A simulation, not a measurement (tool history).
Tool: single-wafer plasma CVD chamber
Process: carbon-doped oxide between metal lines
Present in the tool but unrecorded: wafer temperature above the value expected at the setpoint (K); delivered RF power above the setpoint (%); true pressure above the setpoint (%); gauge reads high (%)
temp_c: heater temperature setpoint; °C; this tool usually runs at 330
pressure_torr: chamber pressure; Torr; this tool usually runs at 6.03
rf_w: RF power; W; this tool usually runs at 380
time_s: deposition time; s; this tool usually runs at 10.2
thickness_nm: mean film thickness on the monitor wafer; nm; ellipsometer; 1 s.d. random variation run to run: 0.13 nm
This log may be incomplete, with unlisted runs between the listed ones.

| run | hour | temp_c | pressure_torr | rf_w | time_s | wafers since the last listed run | hours since the last thermocouple change | hours since the last RF generator calibration | hours since the last manometer calibration | hours since the showerhead was replaced | hours since the gauge calibration | read-back reference wafer on the same gauge, thickness_nm | thickness_nm |
|---|---|---|---|---|---|---|---|---|---|---|---|---|---|
| 1 | 0.0 | 322 | 6.03 | 380 | 10.2 | 0 | 1814.0 | 818.4 | 2521.3 | 6463.4 | 349.7 | 56.527 | 53.829 |
| 2 | 242.1 | 330 | 6.03 | 380 | 10.2 | 5548 | 2056.1 | 1060.5 | 2763.4 | 6705.5 | 591.8 | 56.479 | 52.306 |
| 3 | 326.5 | 330 | 6.03 | 350 | 10.2 | 1934 | 2140.5 | 1144.9 | 2847.8 | 6789.9 | 676.2 | 56.488 | 48.649 |
| 4 | 379.2 | 330 | 6.03 | 350 | 10.2 | 1207 | 2193.2 | 1197.6 | 2900.5 | 6842.6 | 728.9 | 56.485 | 48.578 |
|  | 392.7 | showerhead replaced, of another model than before |
| 5 | 482.6 | 330 | 6.03 | 350 | 10.2 | 2186 | 2296.6 | 1301.0 | 3003.9 | 89.9 | 832.3 | 56.478 | 49.712 |
|  | 535.4 | capacitance manometer re-zeroed and calibrated |
| 6 | 589.7 | 330 | 6.03 | 380 | 10.2 | 2271 | 2403.7 | 1408.1 | 54.3 | 197.0 | 939.4 | 56.453 | 52.539 |
|  | 614.3 | gauge calibrated |
|  | 667.2 | thermocouple changed; heater temperature recalibrated |
| 7 | 683.6 | 330 | 6.03 | 380 | 10.2 | 1968 | 16.4 | 1502.0 | 148.2 | 290.9 | 69.3 | 56.520 | 51.497 |
|  | 714.1 | RF generator calibrated |
| 8 | 750.3 | 341 | 4.72 | 440 | 11.3 | 1345 | 83.1 | 36.2 | 214.9 | 357.6 | 136.0 | 56.476 | 57.800 |
| 9 | 844.3 | 340 | 7.03 | 340 | 8.9 | 2154 | 177.1 | 130.2 | 308.9 | 451.6 | 230.0 | 56.493 | 41.262 |
| 10 | 889.1 | 330 | 6.03 | 380 | 10.2 | 1026 | 221.9 | 175.0 | 353.7 | 496.4 | 274.8 | 56.499 | 51.285 |
| 11 | 951.6 | 320 | 6.75 | 355 | 12.1 | 1432 | 284.4 | 237.5 | 416.2 | 558.9 | 337.3 | 56.489 | 60.732 |
| 12 | 1028.0 | 316 | 6.03 | 320 | 11.6 | 1750 | 360.8 | 313.9 | 492.6 | 635.3 | 413.7 | 56.514 | 54.332 |
| 13 | 1102.0 | 341 | 5.46 | 330 | 10.2 | 1695 | 434.8 | 387.9 | 566.6 | 709.3 | 487.7 | 56.562 | 44.323 |
| 14 | 1170.5 | 330 | 6.03 | 380 | 8.7 | 1569 | 503.3 | 456.4 | 635.1 | 777.8 | 556.2 | 56.460 | 44.136 |

Predict each of these 5 candidate next runs independently; none follows another, all start after run 14:
| A | 1170.9 | 330 | 6.77 | 380 | 10.2 | 9 | 503.7 | 456.8 | 635.5 | 778.2 | 556.6 | ? | ? |
| B | 1170.9 | 338 | 6.90 | 400 | 10.2 | 9 | 503.7 | 456.8 | 635.5 | 778.2 | 556.6 | ? | ? |
| C | 1170.9 | 334 | 7.13 | 430 | 8.5 | 9 | 503.7 | 456.8 | 635.5 | 778.2 | 556.6 | ? | ? |
| D | 1170.9 | 317 | 6.03 | 380 | 12.1 | 9 | 503.7 | 456.8 | 635.5 | 778.2 | 556.6 | ? | ? |
| E | 1170.9 | 330 | 6.03 | 380 | 11.3 | 9 | 503.7 | 456.8 | 635.5 | 778.2 | 556.6 | ? | ? |

| run | read-back reference wafer on the same gauge, thickness_nm | thickness_nm |
|---|---|---|
| A | 56.468 | 52.583 |
| B | 56.468 | 53.318 |
| C | 56.468 | 47.544 |
| D | 56.468 | 64.012 |
| E | 56.468 | 57.323 |
With the hidden condition removed and each run's random variation left untouched, the same runs would have given:
| run | thickness_nm |
|---|---|
| A | 52.393 |
| B | 53.142 |
| C | 47.385 |
| D | 63.748 |
| E | 57.116 |
